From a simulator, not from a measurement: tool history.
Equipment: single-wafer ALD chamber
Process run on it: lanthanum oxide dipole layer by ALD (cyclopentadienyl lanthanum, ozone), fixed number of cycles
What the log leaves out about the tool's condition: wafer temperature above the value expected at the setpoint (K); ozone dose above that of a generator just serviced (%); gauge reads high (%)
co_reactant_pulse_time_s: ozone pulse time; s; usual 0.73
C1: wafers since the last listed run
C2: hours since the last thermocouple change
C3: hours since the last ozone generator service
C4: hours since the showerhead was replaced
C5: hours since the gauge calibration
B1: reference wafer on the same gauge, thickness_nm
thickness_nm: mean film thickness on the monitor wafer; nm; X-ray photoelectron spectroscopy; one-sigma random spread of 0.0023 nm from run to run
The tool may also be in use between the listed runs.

Run 1, hour 0: usual settings; C1 0; C2 1659.3; C3 301.8; C4 7552.6; C5 369.9; B1 0.505. Result: thickness_nm 0.442 nm.
Run 2, hour 23.6: usual settings; C1 358; C2 1682.9; C3 325.4; C4 7576.2; C5 393.5; B1 0.505. Result: thickness_nm 0.441 nm.
Run 3, hour 54.5: usual settings; C1 468; C2 1713.8; C3 356.3; C4 7607.1; C5 424.4; B1 0.505. Result: thickness_nm 0.437 nm.
Run 4, hour 70.2: usual settings; C1 238; C2 1729.5; C3 372; C4 7622.8; C5 440.1; B1 0.505. Result: thickness_nm 0.437 nm.
At hour 75.6: gauge calibrated.
Run 5, hour 91.7: usual settings; C1 326; C2 1751; C3 393.5; C4 7644.3; C5 16.1; B1 0.505. Result: thickness_nm 0.441 nm.
Run 6, hour 118.9: usual settings; C1 412; C2 1778.2; C3 420.7; C4 7671.5; C5 43.3; B1 0.505. Result: thickness_nm 0.439 nm.
Run 7, hour 150.6: usual settings but co_reactant_pulse_time_s 0.95 s; C1 481; C2 1809.9; C3 452.4; C4 7703.2; C5 75; B1 0.505. Result: thickness_nm 0.496 nm.
Run 8, hour 186.4: usual settings; C1 543; C2 1845.7; C3 488.2; C4 7739; C5 110.8; B1 0.505. Result: thickness_nm 0.437 nm.
Run 9, hour 198.7: usual settings; C1 186; C2 1858; C3 500.5; C4 7751.3; C5 123.1; B1 0.505. Result: thickness_nm 0.437 nm.
Run 10, hour 212.4: usual settings but co_reactant_pulse_time_s 0.57 s; C1 207; C2 1871.7; C3 514.2; C4 7765; C5 136.8; B1 0.505. Result: thickness_nm 0.378 nm.
Run 11, hour 289.2: usual settings but co_reactant_pulse_time_s 0.57 s; C1 1165; C2 1948.5; C3 591; C4 7841.8; C5 213.6; B1 0.505. Result: thickness_nm 0.375 nm.
Run 12, hour 324.2: usual settings but co_reactant_pulse_time_s 0.57 s; C1 531; C2 1983.5; C3 626; C4 7876.8; C5 248.6; B1 0.505. Result: thickness_nm 0.375 nm.
Run 13, hour 343.7: usual settings; C1 295; C2 2003; C3 645.5; C4 7896.3; C5 268.1; B1 0.505. Result: thickness_nm 0.44 nm.
At hour 365.7: thermocouple changed; heater temperature recalibrated.
Run 14, hour 366.2: usual settings; C1 220; C2 0.5; C3 668; C4 7918.8; C5 290.6; B1 0.505. Result: thickness_nm 0.437 nm.
Run 15, hour 386.6: usual settings but co_reactant_pulse_time_s 0.86 s; C1 309; C2 20.9; C3 688.4; C4 7939.2; C5 311; B1 0.505. Result: thickness_nm 0.472 nm.
At hour 401.1: showerhead replaced.
Run 16, hour 417.1: usual settings but co_reactant_pulse_time_s 0.61 s; C1 341; C2 51.4; C3 718.9; C4 16; C5 341.5; B1 0.506. Result: thickness_nm 0.392 nm.
Run 17, hour 433.5: usual settings; C1 248; C2 67.8; C3 735.3; C4 32.4; C5 357.9; B1 0.505. Result: thickness_nm 0.438 nm.
At hour 460.3: ozone generator serviced.
Run 18, hour 460.8: usual settings but co_reactant_pulse_time_s 0.85 s; C1 292; C2 95.1; C3 0.5; C4 59.7; C5 385.2; B1 0.505. Result: thickness_nm 0.449 nm.
Run 19, hour 479.3: usual settings but co_reactant_pulse_time_s 0.5 s; C1 280; C2 113.6; C3 19; C4 78.2; C5 403.7; B1 0.505. Result: thickness_nm 0.318 nm.
Run 20, hour 492: usual settings but co_reactant_pulse_time_s 0.45 s; C1 192; C2 126.3; C3 31.7; C4 90.9; C5 416.4; B1 0.505. Result: thickness_nm 0.291 nm.
Run 21, hour 521.3: usual settings; C1 444; C2 155.6; C3 61; C4 120.2; C5 445.7; B1 0.505. Result: thickness_nm 0.415 nm.
At hour 530.3: gauge calibrated.
At hour 558.9: ozone generator serviced, repeated, since the last time left the tool worse.
Run 22, hour 588.6: usual settings but co_reactant_pulse_time_s 0.51 s; C1 899; C2 222.9; C3 29.7; C4 187.5; C5 58.3; B1 0.505. Result: thickness_nm 0.365 nm.
Run 23, hour 617.7: usual settings; C1 441; C2 252; C3 58.8; C4 216.6; C5 87.4; B1 0.505. Result: thickness_nm 0.451 nm.
Run 24, hour 652.7: usual settings but co_reactant_pulse_time_s 0.52 s; C1 531; C2 287; C3 93.8; C4 251.6; C5 122.4; B1 0.505. Result: thickness_nm 0.369 nm.
Run 25, hour 671: usual settings but co_reactant_pulse_time_s 0.64 s; C1 277; C2 305.3; C3 112.1; C4 269.9; C5 140.7; B1 0.505. Result: thickness_nm 0.418 nm.
Run 26, hour 684.2: usual settings but co_reactant_pulse_time_s 0.54 s; C1 200; C2 318.5; C3 125.3; C4 283.1; C5 153.9; B1 0.505. Result: thickness_nm 0.374 nm.
Run 27, hour 699.4: usual settings but co_reactant_pulse_time_s 0.65 s; C1 230; C2 333.7; C3 140.5; C4 298.3; C5 169.1; B1 0.505. Result: thickness_nm 0.417 nm.

Predict each of these 4 candidate next runs independently; none follows another, all start after run 27:
Run A, hour 699.8: usual settings; C1 6; C2 334.1; C3 140.9; C4 298.7; C5 169.5; B1 ?. Result: thickness_nm ?.
Run B, hour 699.8: usual settings but co_reactant_pulse_time_s 0.96 s; C1 6; C2 334.1; C3 140.9; C4 298.7; C5 169.5; B1 ?. Result: thickness_nm ?.
Run C, hour 699.8: usual settings but co_reactant_pulse_time_s 1.01 s; C1 6; C2 334.1; C3 140.9; C4 298.7; C5 169.5; B1 ?. Result: thickness_nm ?.
Run D, hour 699.8: usual settings but co_reactant_pulse_time_s 0.47 s; C1 6; C2 334.1; C3 140.9; C4 298.7; C5 169.5; B1 ?. Result: thickness_nm ?.

run     B1  thickness_nm
  A  0.505         0.449
  B  0.505         0.507
  C  0.505         0.516
  D  0.505         0.338
Take away the tool's hidden state, keep each run's random variation, and the runs would have read:
run  thickness_nm
  A         0.457
  B         0.513
  C         0.522
  D         0.346

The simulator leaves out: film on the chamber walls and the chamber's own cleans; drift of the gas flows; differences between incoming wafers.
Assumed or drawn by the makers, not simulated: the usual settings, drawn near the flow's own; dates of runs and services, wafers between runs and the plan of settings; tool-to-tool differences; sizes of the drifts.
